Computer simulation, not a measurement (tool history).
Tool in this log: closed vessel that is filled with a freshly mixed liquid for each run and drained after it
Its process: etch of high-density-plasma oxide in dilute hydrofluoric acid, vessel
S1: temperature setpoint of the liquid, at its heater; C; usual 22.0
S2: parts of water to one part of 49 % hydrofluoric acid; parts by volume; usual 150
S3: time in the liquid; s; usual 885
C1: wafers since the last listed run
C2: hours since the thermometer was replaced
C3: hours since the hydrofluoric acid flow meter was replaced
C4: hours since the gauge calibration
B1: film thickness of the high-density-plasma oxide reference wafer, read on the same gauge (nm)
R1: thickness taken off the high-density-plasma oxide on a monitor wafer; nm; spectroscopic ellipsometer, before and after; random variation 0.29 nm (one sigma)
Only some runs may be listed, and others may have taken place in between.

run 1 hour=0.0 | S1=22.0 S2=150 S3=885 | C1=0 C2=1890.0 C3=254.7 C4=2034.0 | B1=60.05 | R1=43.34
run 2 hour=40.9 | S1=22.0 S2=150 S3=885 | C1=2104 C2=1930.9 C3=295.6 C4=2074.9 | B1=60.00 | R1=42.14
run 3 hour=144.7 | S1=22.0 S2=150 S3=885 | C1=5339 C2=2034.7 C3=399.4 C4=2178.7 | B1=59.96 | R1=43.10
run 4 hour=218.8 | S1=22.0 S2=150 S3=885 | C1=3811 C2=2108.8 C3=473.5 C4=2252.8 | B1=60.03 | R1=42.64
run 5 hour=256.0 | S1=22.0 S2=150 S3=885 | C1=1913 C2=2146.0 C3=510.7 C4=2290.0 | B1=60.01 | R1=43.06
-- hour=402.5 hydrofluoric acid flow meter replaced
run 6 hour=491.7 | S1=22.0 S2=150 S3=885 | C1=12073 C2=2381.7 C3=89.2 C4=2525.7 | B1=60.07 | R1=43.35
run 7 hour=590.7 | S1=22.0 S2=150 S3=630 | C1=5092 C2=2480.7 C3=188.2 C4=2624.7 | B1=59.95 | R1=30.68
run 8 hour=693.8 | S1=22.0 S2=150 S3=630 | C1=5303 C2=2583.8 C3=291.3 C4=2727.8 | B1=59.99 | R1=31.34
run 9 hour=953.1 | S1=22.0 S2=150 S3=885 | C1=13339 C2=2843.1 C3=550.6 C4=2987.1 | B1=60.00 | R1=44.11
-- hour=971.0 hydrofluoric acid flow meter replaced
run 10 hour=1006.3 | S1=22.0 S2=150 S3=885 | C1=2685 C2=2896.3 C3=35.3 C4=3040.3 | B1=60.02 | R1=44.38
run 11 hour=1092.2 | S1=22.0 S2=200 S3=885 | C1=4419 C2=2982.2 C3=121.2 C4=3126.2 | B1=59.95 | R1=31.50
-- hour=1097.3 gauge calibrated
-- hour=1141.6 thermometer replaced
run 12 hour=1142.1 | S1=22.0 S2=200 S3=885 | C1=2515 C2=0.5 C3=171.1 C4=44.8 | B1=59.99 | R1=29.03
run 13 hour=1231.2 | S1=22.0 S2=200 S3=885 | C1=4583 C2=89.6 C3=260.2 C4=133.9 | B1=59.97 | R1=28.87
run 14 hour=1335.4 | S1=18.5 S2=150 S3=885 | C1=5360 C2=193.8 C3=364.4 C4=238.1 | B1=60.02 | R1=35.57
run 15 hour=1418.3 | S1=18.5 S2=150 S3=885 | C1=4264 C2=276.7 C3=447.3 C4=321.0 | B1=60.02 | R1=35.74
run 16 hour=1483.3 | S1=22.0 S2=150 S3=885 | C1=3343 C2=341.7 C3=512.3 C4=386.0 | B1=60.01 | R1=41.05
-- hour=1658.9 hydrofluoric acid flow meter replaced
run 17 hour=1755.9 | S1=19.0 S2=110 S3=1330 | C1=13972 C2=614.3 C3=97.0 C4=658.6 | B1=59.97 | R1=78.86
run 18 hour=1792.5 | S1=22.0 S2=150 S3=885 | C1=1882 C2=650.9 C3=133.6 C4=695.2 | B1=60.03 | R1=40.78
run 19 hour=1849.4 | S1=22.0 S2=150 S3=380 | C1=2927 C2=707.8 C3=190.5 C4=752.1 | B1=60.01 | R1=17.85
run 20 hour=1908.2 | S1=24.5 S2=150 S3=395 | C1=3024 C2=766.6 C3=249.3 C4=810.9 | B1=60.07 | R1=20.36
run 21 hour=2181.5 | S1=22.0 S2=150 S3=885 | C1=14059 C2=1039.9 C3=522.6 C4=1084.2 | B1=59.96 | R1=41.89
-- hour=2255.7 hydrofluoric acid flow meter replaced
run 22 hour=2367.8 | S1=25.5 S2=220 S3=445 | C1=9532 C2=1226.2 C3=112.1 C4=1270.5 | B1=59.99 | R1=15.21
run 23 hour=2422.3 | S1=26.5 S2=150 S3=1370 | C1=2803 C2=1280.7 C3=166.6 C4=1325.0 | B1=59.99 | R1=76.32
run 24 hour=2492.4 | S1=22.0 S2=200 S3=885 | C1=3606 C2=1350.8 C3=236.7 C4=1395.1 | B1=60.00 | R1=29.74
run 25 hour=2548.7 | S1=24.5 S2=120 S3=450 | C1=2896 C2=1407.1 C3=293.0 C4=1451.4 | B1=60.05 | R1=30.44
run 26 hour=2641.4 | S1=22.0 S2=150 S3=885 | C1=4768 C2=1499.8 C3=385.7 C4=1544.1 | B1=60.01 | R1=42.69
run 27 hour=2700.0 | S1=25.0 S2=95 S3=470 | C1=3014 C2=1558.4 C3=444.3 C4=1602.7 | B1=59.99 | R1=42.66
run 28 hour=2797.0 | S1=23.5 S2=170 S3=885 | C1=4990 C2=1655.4 C3=541.3 C4=1699.7 | B1=59.99 | R1=38.58
run 29 hour=2836.9 | S1=22.0 S2=115 S3=550 | C1=2052 C2=1695.3 C3=581.2 C4=1739.6 | B1=60.02 | R1=35.96
-- hour=2909.9 hydrofluoric acid flow meter replaced
run 30 hour=2920.7 | S1=26.5 S2=175 S3=1380 | C1=4259 C2=1779.1 C3=10.8 C4=1823.4 | B1=60.03 | R1=65.37
run 31 hour=3020.7 | S1=22.0 S2=150 S3=885 | C1=5144 C2=1879.1 C3=110.8 C4=1923.4 | B1=60.03 | R1=43.29

Each row is a separate what-if for the run after 31, all from the same tool condition, not one after another. Results?
run A hour=3021.6 | S1=23.5 S2=150 S3=885 | C1=46 C2=1880.0 C3=111.7 C4=1924.3 | B1=? | R1=?
run B hour=3021.6 | S1=27.0 S2=190 S3=885 | C1=46 C2=1880.0 C3=111.7 C4=1924.3 | B1=? | R1=?
run C hour=3021.6 | S1=22.0 S2=150 S3=460 | C1=46 C2=1880.0 C3=111.7 C4=1924.3 | B1=? | R1=?
run D hour=3021.6 | S1=22.0 S2=125 S3=885 | C1=46 C2=1880.0 C3=111.7 C4=1924.3 | B1=? | R1=?

run=A B1=60.00 R1=45.18
run=B B1=60.00 R1=38.65
run=C B1=60.00 R1=22.18
run=D B1=60.00 R1=52.71
With no hidden state in the tool, these same runs would have given:
run=A R1=42.31
run=B R1=36.35
run=C R1=20.75
run=D R1=49.26

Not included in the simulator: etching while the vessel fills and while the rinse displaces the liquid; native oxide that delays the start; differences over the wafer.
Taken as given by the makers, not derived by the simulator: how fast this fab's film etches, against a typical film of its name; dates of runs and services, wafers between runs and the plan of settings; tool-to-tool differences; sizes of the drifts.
